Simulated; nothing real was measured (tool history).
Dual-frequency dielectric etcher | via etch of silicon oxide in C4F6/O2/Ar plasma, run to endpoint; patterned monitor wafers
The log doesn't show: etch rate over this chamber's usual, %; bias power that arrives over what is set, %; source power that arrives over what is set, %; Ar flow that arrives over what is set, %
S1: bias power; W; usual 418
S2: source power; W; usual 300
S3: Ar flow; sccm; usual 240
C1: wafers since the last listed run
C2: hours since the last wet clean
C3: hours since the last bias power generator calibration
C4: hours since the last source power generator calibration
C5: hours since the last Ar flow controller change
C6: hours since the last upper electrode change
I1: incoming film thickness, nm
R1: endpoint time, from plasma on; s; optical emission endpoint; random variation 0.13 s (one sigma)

run 1 hour=0 | S1=418 S2=300 S3=240 | C1=0 C2=74.9 C3=987.5 C4=2281.5 C5=467.9 C6=901.1 | I1=114.7 | R1=26.9
run 2 hour=107.9 | S1=418 S2=300 S3=240 | C1=2094 C2=182.8 C3=1095.4 C4=2389.4 C5=575.8 C6=1009 | I1=113.8 | R1=26.2
run 3 hour=168.5 | S1=418 S2=300 S3=240 | C1=1176 C2=243.4 C3=1156 C4=2450 C5=636.4 C6=1069.6 | I1=113.9 | R1=26.4
run 4 hour=274.1 | S1=418 S2=300 S3=240 | C1=2049 C2=349 C3=1261.6 C4=2555.6 C5=742 C6=1175.2 | I1=113.2 | R1=25.7
run 5 hour=349.7 | S1=418 S2=300 S3=240 | C1=1467 C2=424.6 C3=1337.2 C4=2631.2 C5=817.6 C6=1250.8 | I1=114.7 | R1=26
-- hour=419.4 wet clean of the chamber
run 6 hour=428.9 | S1=418 S2=300 S3=240 | C1=1071 C2=9.5 C3=1416.4 C4=2710.4 C5=896.8 C6=1330 | I1=114.2 | R1=26.4
run 7 hour=485.4 | S1=418 S2=300 S3=240 | C1=1096 C2=66 C3=1472.9 C4=2766.9 C5=953.3 C6=1386.5 | I1=115.4 | R1=26.6
run 8 hour=554.8 | S1=418 S2=300 S3=240 | C1=1347 C2=135.4 C3=1542.3 C4=2836.3 C5=1022.7 C6=1455.9 | I1=113.5 | R1=26
run 9 hour=647.1 | S1=418 S2=300 S3=240 | C1=1791 C2=227.7 C3=1634.6 C4=2928.6 C5=1115 C6=1548.2 | I1=113 | R1=25.6
run 10 hour=717.9 | S1=418 S2=300 S3=240 | C1=1374 C2=298.5 C3=1705.4 C4=2999.4 C5=1185.8 C6=1619 | I1=112.8 | R1=25.7
run 11 hour=804.4 | S1=418 S2=300 S3=240 | C1=1678 C2=385 C3=1791.9 C4=3085.9 C5=1272.3 C6=1705.5 | I1=112.6 | R1=25.4
run 12 hour=871.9 | S1=418 S2=300 S3=240 | C1=1310 C2=452.5 C3=1859.4 C4=3153.4 C5=1339.8 C6=1773 | I1=114.1 | R1=25.3
-- hour=953 wet clean of the chamber
run 13 hour=953.5 | S1=418 S2=300 S3=240 | C1=1118 C2=0.5 C3=1941 C4=3235 C5=1421.4 C6=1854.6 | I1=113.8 | R1=26.5
run 14 hour=991.8 | S1=418 S2=300 S3=297 | C1=743 C2=38.8 C3=1979.3 C4=3273.3 C5=1459.7 C6=1892.9 | I1=114 | R1=27
run 15 hour=1062.6 | S1=418 S2=300 S3=240 | C1=1374 C2=109.6 C3=2050.1 C4=3344.1 C5=1530.5 C6=1963.7 | I1=113.2 | R1=26.1
-- hour=1072.8 bias power generator calibrated
-- hour=1128 Ar flow controller replaced
run 16 hour=1168.6 | S1=418 S2=260 S3=287 | C1=1863 C2=215.6 C3=95.8 C4=3450.1 C5=40.6 C6=2069.7 | I1=113.4 | R1=27.5
run 17 hour=1408 | S1=418 S2=320 S3=240 | C1=4646 C2=455 C3=335.2 C4=3689.5 C5=280 C6=2309.1 | I1=113.8 | R1=25.1
-- hour=1475.6 upper electrode replaced
-- hour=1489.4 wet clean of the chamber
run 18 hour=1493.1 | S1=337 S2=350 S3=223 | C1=917 C2=3.7 C3=420.3 C4=3774.6 C5=365.1 C6=17.5 | I1=111.9 | R1=26
-- hour=1540.3 source power generator calibrated
run 19 hour=1561.3 | S1=355 S2=380 S3=203 | C1=1246 C2=71.9 C3=488.5 C4=21 C5=433.3 C6=85.7 | I1=113.2 | R1=24.8
run 20 hour=1718.5 | S1=516 S2=250 S3=290 | C1=3051 C2=229.1 C3=645.7 C4=178.2 C5=590.5 C6=242.9 | I1=114 | R1=26
run 21 hour=1806.2 | S1=341 S2=300 S3=293 | C1=1702 C2=316.8 C3=733.4 C4=265.9 C5=678.2 C6=330.6 | I1=114.9 | R1=27.8
run 22 hour=1849.8 | S1=473 S2=300 S3=265 | C1=846 C2=360.4 C3=777 C4=309.5 C5=721.8 C6=374.2 | I1=113.8 | R1=24.8
run 23 hour=1891.6 | S1=337 S2=350 S3=223 | C1=811 C2=402.2 C3=818.8 C4=351.3 C5=763.6 C6=416 | I1=113.5 | R1=25.4
run 24 hour=1945.3 | S1=387 S2=330 S3=183 | C1=1042 C2=455.9 C3=872.5 C4=405 C5=817.3 C6=469.7 | I1=112.7 | R1=24.1
run 25 hour=2049.8 | S1=501 S2=360 S3=223 | C1=2028 C2=560.4 C3=977 C4=509.5 C5=921.8 C6=574.2 | I1=114.2 | R1=22.4
-- hour=2075.6 wet clean of the chamber
run 26 hour=2154.6 | S1=418 S2=300 S3=240 | C1=1568 C2=79 C3=1081.8 C4=614.3 C5=1026.6 C6=679 | I1=113.4 | R1=25.9
run 27 hour=2227.7 | S1=418 S2=300 S3=240 | C1=1418 C2=152.1 C3=1154.9 C4=687.4 C5=1099.7 C6=752.1 | I1=113.5 | R1=26.1

5 ways to go on from here, each from the tool as it stands after run 27. What would each give?
run A hour=2228.1 | S1=418 S2=300 S3=240 | C1=7 C2=152.5 C3=1155.3 C4=687.8 C5=1100.1 C6=752.5 | I1=114.6 | R1=?
run B hour=2228.1 | S1=475 S2=280 S3=189 | C1=7 C2=152.5 C3=1155.3 C4=687.8 C5=1100.1 C6=752.5 | I1=114.6 | R1=?
run C hour=2228.1 | S1=351 S2=360 S3=278 | C1=7 C2=152.5 C3=1155.3 C4=687.8 C5=1100.1 C6=752.5 | I1=114.6 | R1=?
run D hour=2228.1 | S1=495 S2=340 S3=274 | C1=7 C2=152.5 C3=1155.3 C4=687.8 C5=1100.1 C6=752.5 | I1=114.6 | R1=?
run E hour=2228.1 | S1=369 S2=300 S3=240 | C1=7 C2=152.5 C3=1155.3 C4=687.8 C5=1100.1 C6=752.5 | I1=114.6 | R1=?

run=A R1=26.4
run=B R1=25.4
run=C R1=26.6
run=D R1=24.5
run=E R1=27.3
Without the tool's hidden state the same runs would have given:
run=A R1=26.7
run=B R1=25.7
run=C R1=26.9
run=D R1=24.8
run=E R1=27.6
